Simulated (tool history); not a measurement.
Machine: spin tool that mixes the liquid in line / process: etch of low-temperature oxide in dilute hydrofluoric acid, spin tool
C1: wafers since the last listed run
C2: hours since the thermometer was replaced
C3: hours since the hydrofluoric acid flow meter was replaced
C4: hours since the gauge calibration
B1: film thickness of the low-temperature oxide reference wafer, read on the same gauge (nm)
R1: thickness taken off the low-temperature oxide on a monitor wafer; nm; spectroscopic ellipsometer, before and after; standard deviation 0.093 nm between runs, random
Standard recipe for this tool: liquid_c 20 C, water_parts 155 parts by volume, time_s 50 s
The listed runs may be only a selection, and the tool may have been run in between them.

{"run": 1, "hour": 0.0, "liquid_c": 20, "water_parts": 155, "time_s": 50, "C1": 0, "C2": 1757.1, "C3": 466.3, "C4": 342.7, "B1": 40.02, "R1": 10.32}
{"run": 2, "hour": 86.7, "liquid_c": 20, "water_parts": 155, "time_s": 50, "C1": 801, "C2": 1843.8, "C3": 553, "C4": 429.4, "B1": 40.01, "R1": 10.51}
{"run": 3, "hour": 185.1, "liquid_c": 20, "water_parts": 155, "time_s": 50, "C1": 909, "C2": 1942.2, "C3": 651.4, "C4": 527.8, "B1": 40.01, "R1": 10.64}
{"run": 4, "hour": 250.8, "liquid_c": 20, "water_parts": 155, "time_s": 60, "C1": 607, "C2": 2007.9, "C3": 717.1, "C4": 593.5, "B1": 40, "R1": 12.85}
{"hour": 257.9, "done": "hydrofluoric acid flow meter replaced"}
{"run": 5, "hour": 301.2, "liquid_c": 20, "water_parts": 155, "time_s": 60, "C1": 456, "C2": 2058.3, "C3": 43.3, "C4": 643.9, "B1": 39.98, "R1": 12.46}
{"run": 6, "hour": 381.5, "liquid_c": 20, "water_parts": 115, "time_s": 50, "C1": 742, "C2": 2138.6, "C3": 123.6, "C4": 724.2, "B1": 40.02, "R1": 15.02}
{"run": 7, "hour": 440.2, "liquid_c": 20, "water_parts": 115, "time_s": 50, "C1": 542, "C2": 2197.3, "C3": 182.3, "C4": 782.9, "B1": 40.03, "R1": 14.9}
{"run": 8, "hour": 484.9, "liquid_c": 20, "water_parts": 115, "time_s": 50, "C1": 413, "C2": 2242, "C3": 227, "C4": 827.6, "B1": 40.02, "R1": 14.77}
{"run": 9, "hour": 591.9, "liquid_c": 20, "water_parts": 155, "time_s": 65, "C1": 989, "C2": 2349, "C3": 334, "C4": 934.6, "B1": 39.98, "R1": 13.7}
{"hour": 652.9, "done": "thermometer replaced"}
{"run": 10, "hour": 674.7, "liquid_c": 20, "water_parts": 155, "time_s": 50, "C1": 756, "C2": 21.8, "C3": 416.8, "C4": 1017.4, "B1": 40.02, "R1": 9.74}
{"run": 11, "hour": 766.3, "liquid_c": 20, "water_parts": 155, "time_s": 50, "C1": 847, "C2": 113.4, "C3": 508.4, "C4": 1109, "B1": 40, "R1": 9.58}
{"run": 12, "hour": 812.0, "liquid_c": 20, "water_parts": 155, "time_s": 50, "C1": 422, "C2": 159.1, "C3": 554.1, "C4": 1154.7, "B1": 39.99, "R1": 9.74}
{"hour": 822.5, "done": "hydrofluoric acid flow meter replaced"}
{"run": 13, "hour": 881.1, "liquid_c": 20, "water_parts": 155, "time_s": 50, "C1": 629, "C2": 228.2, "C3": 58.6, "C4": 1223.8, "B1": 40.01, "R1": 9.57}
{"run": 14, "hour": 966.6, "liquid_c": 20, "water_parts": 155, "time_s": 50, "C1": 790, "C2": 313.7, "C3": 144.1, "C4": 1309.3, "B1": 40, "R1": 9.75}
{"run": 15, "hour": 1031.8, "liquid_c": 20, "water_parts": 155, "time_s": 50, "C1": 602, "C2": 378.9, "C3": 209.3, "C4": 1374.5, "B1": 40.02, "R1": 9.81}
{"run": 16, "hour": 1120.9, "liquid_c": 20, "water_parts": 155, "time_s": 60, "C1": 823, "C2": 468, "C3": 298.4, "C4": 1463.6, "B1": 40.02, "R1": 11.89}
{"run": 17, "hour": 1227.9, "liquid_c": 25, "water_parts": 155, "time_s": 50, "C1": 989, "C2": 575, "C3": 405.4, "C4": 1570.6, "B1": 40, "R1": 12.13}
{"hour": 1255.3, "done": "gauge calibrated"}
{"run": 18, "hour": 1295.9, "liquid_c": 18.5, "water_parts": 185, "time_s": 50, "C1": 628, "C2": 643, "C3": 473.4, "C4": 40.6, "B1": 40.03, "R1": 7.56}
{"run": 19, "hour": 1339.3, "liquid_c": 17, "water_parts": 115, "time_s": 80, "C1": 401, "C2": 686.4, "C3": 516.8, "C4": 84, "B1": 40.02, "R1": 20.27}
{"run": 20, "hour": 1415.1, "liquid_c": 20, "water_parts": 155, "time_s": 50, "C1": 700, "C2": 762.2, "C3": 592.6, "C4": 159.8, "B1": 40.01, "R1": 9.99}
{"run": 21, "hour": 1490.4, "liquid_c": 20, "water_parts": 155, "time_s": 80, "C1": 696, "C2": 837.5, "C3": 667.9, "C4": 235.1, "B1": 39.98, "R1": 15.94}
{"hour": 1507.7, "done": "hydrofluoric acid flow meter replaced"}
{"run": 22, "hour": 1571.4, "liquid_c": 20, "water_parts": 155, "time_s": 50, "C1": 739, "C2": 918.5, "C3": 63.7, "C4": 316.1, "B1": 39.99, "R1": 10.05}
{"run": 23, "hour": 1674.7, "liquid_c": 20, "water_parts": 210, "time_s": 50, "C1": 955, "C2": 1021.8, "C3": 167, "C4": 419.4, "B1": 39.98, "R1": 6.9}
{"run": 24, "hour": 1730.7, "liquid_c": 22, "water_parts": 85, "time_s": 60, "C1": 517, "C2": 1077.8, "C3": 223, "C4": 475.4, "B1": 40, "R1": 26.44}
{"run": 25, "hour": 1824.6, "liquid_c": 20, "water_parts": 155, "time_s": 50, "C1": 868, "C2": 1171.7, "C3": 316.9, "C4": 569.3, "B1": 39.99, "R1": 10.26}
{"run": 26, "hour": 1868.7, "liquid_c": 20, "water_parts": 95, "time_s": 50, "C1": 407, "C2": 1215.8, "C3": 361, "C4": 613.4, "B1": 39.97, "R1": 17.56}
{"run": 27, "hour": 1949.2, "liquid_c": 20, "water_parts": 220, "time_s": 50, "C1": 744, "C2": 1296.3, "C3": 441.5, "C4": 693.9, "B1": 40.01, "R1": 6.61}
{"run": 28, "hour": 1992.6, "liquid_c": 20, "water_parts": 80, "time_s": 60, "C1": 401, "C2": 1339.7, "C3": 484.9, "C4": 737.3, "B1": 40.01, "R1": 25.74}
{"run": 29, "hour": 2068.3, "liquid_c": 20, "water_parts": 105, "time_s": 65, "C1": 699, "C2": 1415.4, "C3": 560.6, "C4": 813, "B1": 40.04, "R1": 20.72}

Below are 5 alternative next runs, each starting from the tool's condition after run 29. Predict each:
{"run": "A", "hour": 2068.7, "liquid_c": 20, "water_parts": 155, "time_s": 50, "C1": 3, "C2": 1415.8, "C3": 561, "C4": 813.4, "B1": "?", "R1": "?"}
{"run": "B", "hour": 2068.7, "liquid_c": 18.5, "water_parts": 175, "time_s": 75, "C1": 3, "C2": 1415.8, "C3": 561, "C4": 813.4, "B1": "?", "R1": "?"}
{"run": "C", "hour": 2068.7, "liquid_c": 20, "water_parts": 155, "time_s": 70, "C1": 3, "C2": 1415.8, "C3": 561, "C4": 813.4, "B1": "?", "R1": "?"}
{"run": "D", "hour": 2068.7, "liquid_c": 20, "water_parts": 100, "time_s": 50, "C1": 3, "C2": 1415.8, "C3": 561, "C4": 813.4, "B1": "?", "R1": "?"}
{"run": "E", "hour": 2068.7, "liquid_c": 22.5, "water_parts": 155, "time_s": 50, "C1": 3, "C2": 1415.8, "C3": 561, "C4": 813.4, "B1": "?", "R1": "?"}

run=A B1=40 R1=10.14
run=B B1=40 R1=12.45
run=C B1=40 R1=14.2
run=D B1=40 R1=16.72
run=E B1=40 R1=11.17
Had the tool no hidden state, the same runs would have come out as:
run=A R1=9.49
run=B R1=11.64
run=C R1=13.28
run=D R1=15.6
run=E R1=10.46
